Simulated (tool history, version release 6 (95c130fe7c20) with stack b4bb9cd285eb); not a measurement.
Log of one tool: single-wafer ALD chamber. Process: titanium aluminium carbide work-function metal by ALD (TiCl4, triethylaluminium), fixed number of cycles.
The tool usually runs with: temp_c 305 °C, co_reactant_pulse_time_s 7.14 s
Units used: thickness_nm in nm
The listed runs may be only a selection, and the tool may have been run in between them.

run   hour  temp_c  co_reactant_pulse_time_s  wafers since the last listed run  hours since the last thermocouple change  hours since the last triethylaluminium bottle change  hours since the showerhead was replaced  hours since the gauge calibration  read-back reference wafer on the same gauge, thickness_nm  thickness_nm
  1      0     305                      7.14                                 0                                     991.2                                                  1201                                   2206.5                              485.6                                                      1.921         1.811
      26.5  -- gauge calibrated
  2   51.3     305                      7.14                               894                                    1042.5                                                1252.3                                   2257.8                               24.8                                                       1.92         1.822
  3   80.6     305                      7.14                               510                                    1071.8                                                1281.6                                   2287.1                               54.1                                                       1.92         1.816
  4  152.2     296                      8.75                              1248                                    1143.4                                                1353.2                                   2358.7                              125.7                                                      1.918         1.834
  5  215.8     305                      7.14                              1108                                      1207                                                1416.8                                   2422.3                              189.3                                                      1.919         1.833
  6  285.4     305                      7.14                              1213                                    1276.6                                                1486.4                                   2491.9                              258.9                                                      1.921          1.83
  7  317.7     305                      7.14                               563                                    1308.9                                                1518.7                                   2524.2                              291.2                                                      1.921         1.842
  8  361.6     301                      4.53                               765                                    1352.8                                                1562.6                                   2568.1                              335.1                                                      1.922         1.509
       373  -- triethylaluminium bottle replaced
  9  387.1     310                      9.21                               305                                    1378.3                                                  14.1                                   2593.6                              360.6                                                       1.92         2.048
     415.2  -- thermocouple changed; heater temperature recalibrated
     488.3  -- gauge calibrated
 10  534.2     305                      8.12                              2424                                       119                                                 161.2                                   2740.7                               45.9                                                      1.918         1.903
 11  583.7     305                      7.14                               862                                     168.5                                                 210.7                                   2790.2                               95.4                                                      1.921         1.845
 12  611.3     291                      6.08                               481                                     196.1                                                 238.3                                   2817.8                                123                                                      1.921         1.631
     638.7  -- showerhead replaced
 13  677.5     305                      7.14                              1014                                     262.3                                                 304.5                                     38.8                              189.2                                                      1.922         1.827
 14  810.7     305                      4.71                              2321                                     395.5                                                 437.7                                      172                              322.4                                                      1.921         1.565

Take each entry between the runs: how does the hidden state at the last listed run before it differ from the hidden state at the first listed run after it?
Logged between run 1 and run 2: gauge calibrated (hour 26.5)
  wafer temperature above the value expected at the setpoint (K): 3.14 -> 3.48; triethylaluminium dose above that of a fresh bottle (%): -13 -> -13.1
  measured value less the no-hidden-state value, thickness_nm: -0.04 -> -0.038 nm
Logged between run 8 and run 9: triethylaluminium bottle replaced (hour 373)
  wafer temperature above the value expected at the setpoint (K): 5.92 -> 6.14; triethylaluminium dose above that of a fresh bottle (%): -13.6 -> -0.732
  measured value less the no-hidden-state value, thickness_nm: -0.059 -> +0.057 nm
Logged between run 9 and run 10: thermocouple changed; heater temperature recalibrated (hour 415.2); gauge calibrated (hour 488.3)
  wafer temperature above the value expected at the setpoint (K): 6.14 -> 0.13; triethylaluminium dose above that of a fresh bottle (%): -0.732 -> -4.22
  measured value less the no-hidden-state value, thickness_nm: +0.057 -> -0.015 nm
Logged between run 12 and run 13: showerhead replaced (hour 638.7)
  wafer temperature above the value expected at the setpoint (K): 0.21 -> 0.309; triethylaluminium dose above that of a fresh bottle (%): -5.67 -> -6.73
  measured value less the no-hidden-state value, thickness_nm: -0.029 -> -0.03 nm

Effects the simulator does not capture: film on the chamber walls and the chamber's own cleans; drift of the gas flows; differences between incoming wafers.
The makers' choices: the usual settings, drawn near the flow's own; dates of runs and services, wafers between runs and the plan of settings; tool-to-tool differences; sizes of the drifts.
